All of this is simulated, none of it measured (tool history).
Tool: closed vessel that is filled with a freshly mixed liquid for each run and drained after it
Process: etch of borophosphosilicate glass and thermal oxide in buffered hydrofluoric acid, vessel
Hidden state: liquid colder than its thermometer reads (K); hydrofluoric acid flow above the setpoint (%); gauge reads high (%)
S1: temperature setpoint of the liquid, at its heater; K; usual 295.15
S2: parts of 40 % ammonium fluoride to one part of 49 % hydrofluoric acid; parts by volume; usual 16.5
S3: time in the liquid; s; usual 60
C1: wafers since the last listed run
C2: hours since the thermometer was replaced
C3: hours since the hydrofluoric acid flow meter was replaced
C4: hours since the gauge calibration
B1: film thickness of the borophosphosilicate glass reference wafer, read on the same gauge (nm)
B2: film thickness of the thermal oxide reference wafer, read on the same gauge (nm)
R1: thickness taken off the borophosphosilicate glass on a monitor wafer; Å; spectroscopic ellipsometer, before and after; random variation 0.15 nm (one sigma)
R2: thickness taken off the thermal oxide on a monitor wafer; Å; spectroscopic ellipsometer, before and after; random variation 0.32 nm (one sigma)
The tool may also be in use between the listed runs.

run    hour      S1    S2  S3     C1      C2      C3      C4      B1      B2     R1     R2
  1       0  295.15  16.5  70      0   375.6   881.8  1441.4     120  130.01    575    439
  2   137.1  295.15  16.5  60  13984   512.7  1018.9  1578.5     120  129.99  497.9  378.4
  3     164  290.65  16.5  60   2743   539.6  1045.8  1605.4  119.98  130.03  387.4  290.3
  4   202.3  295.15  16.5  60   3906   577.9  1084.1  1643.7  120.01  130.01    496  371.1
      229.2  -- hydrofluoric acid flow meter replaced
  5   234.1  295.15  16.5  35   3141   609.7     4.9  1675.5  119.98  129.99  278.3  210.9
  6   274.7  295.15  10.5  40   4141   650.3    45.5  1716.1  119.99  130.03  493.4  378.5
  7   314.9  298.65  16.5  95   4100   690.5    85.7  1756.3  119.96     130  908.8  691.8
  8   368.1  297.65  16.5  60   5426   743.7   138.9  1809.5  119.97  130.01  543.4  420.2
  9     406  291.65  22.5  90   3865   781.6   176.8  1847.4     120  129.98  450.1  336.2
 10   454.6  295.15  21.5  60   4957   830.2   225.4    1896     120  130.01  374.9  280.5
 11   518.1  298.65    18  60   6476   893.7   288.9  1959.5  120.02  130.01  536.7    404
 12   551.7  291.15  16.5  60   3427   927.3   322.5  1993.1  120.06  129.97  386.1  293.8
 13   583.3  295.15  16.5  60   3223   958.9   354.1  2024.7  119.94     130  484.4  369.7
 14   611.6  291.65  22.5  90   2886   987.2   382.4    2053  120.07  129.99  451.5  341.3
 15   667.7  297.15  14.5  30   5722  1043.3   438.5  2109.1  120.01     130  307.4  232.4
 16   723.7  295.15  14.5  75   5711  1099.3   494.5  2165.1  119.97  129.99  686.5  521.6
      764.1  -- gauge calibrated
 17   776.4  291.15  11.5  45   5375    1152   547.2    12.3  119.93  129.98  414.3  312.7
 18   818.5  295.15  12.5  45   4294  1194.1   589.3    54.4  119.94  129.98  477.6  365.8
 19   883.6  293.65  14.5  50   6640  1259.2   654.4   119.5  119.98     130    422  321.1
 20   942.9  291.15    20  30   6048  1318.5   713.7   178.8     120     130  160.9  123.7
 21  1008.9  295.15  16.5  40   6731  1384.5   779.7   244.8  120.01  129.99  324.2  250.3
 22  1047.8  297.15    11  30   3967  1423.4   818.6   283.7  119.99  130.01  406.5  308.9
 23    1082  298.15    11  30   3488  1457.6   852.8   317.9  119.96  129.98  428.9  325.2
 24  1141.2  295.15  16.5  60   6038  1516.8     912   377.1  119.99  129.99  488.3  376.3
 25  1212.7  295.15  16.5  60   7292  1588.3   983.5   448.6  119.99  130.01  492.7  377.4
     1237.8  -- hydrofluoric acid flow meter replaced
 26  1247.3  296.65  16.5  60   3427  1622.9     9.5   483.2  119.98  130.04  514.2  390.8

Hidden state or all else? Some run-to-run changes of R1, split into what the settings, what came in and random variation would give without the hidden state, and what is left for the hidden state (with any gauge scatter that isn't in both results):
Run 4 -> 5: S3 60 -> 35, hydrofluoric acid flow meter replaced. R1 -217.7 Å: hidden state -20.5, all else -197.2.
Run 6 -> 7: S1 295.15 -> 298.65, S2 10.5 -> 16.5, S3 40 -> 95. R1 +415.4 Å: hidden state +1, all else +414.4.
Run 15 -> 16: S1 297.15 -> 295.15, S3 30 -> 75. R1 +379.1 Å: hidden state +5.9, all else +373.2.
Run 25 -> 26: S1 295.15 -> 296.65, hydrofluoric acid flow meter replaced. R1 +21.5 Å: hidden state -21.2, all else +42.7.
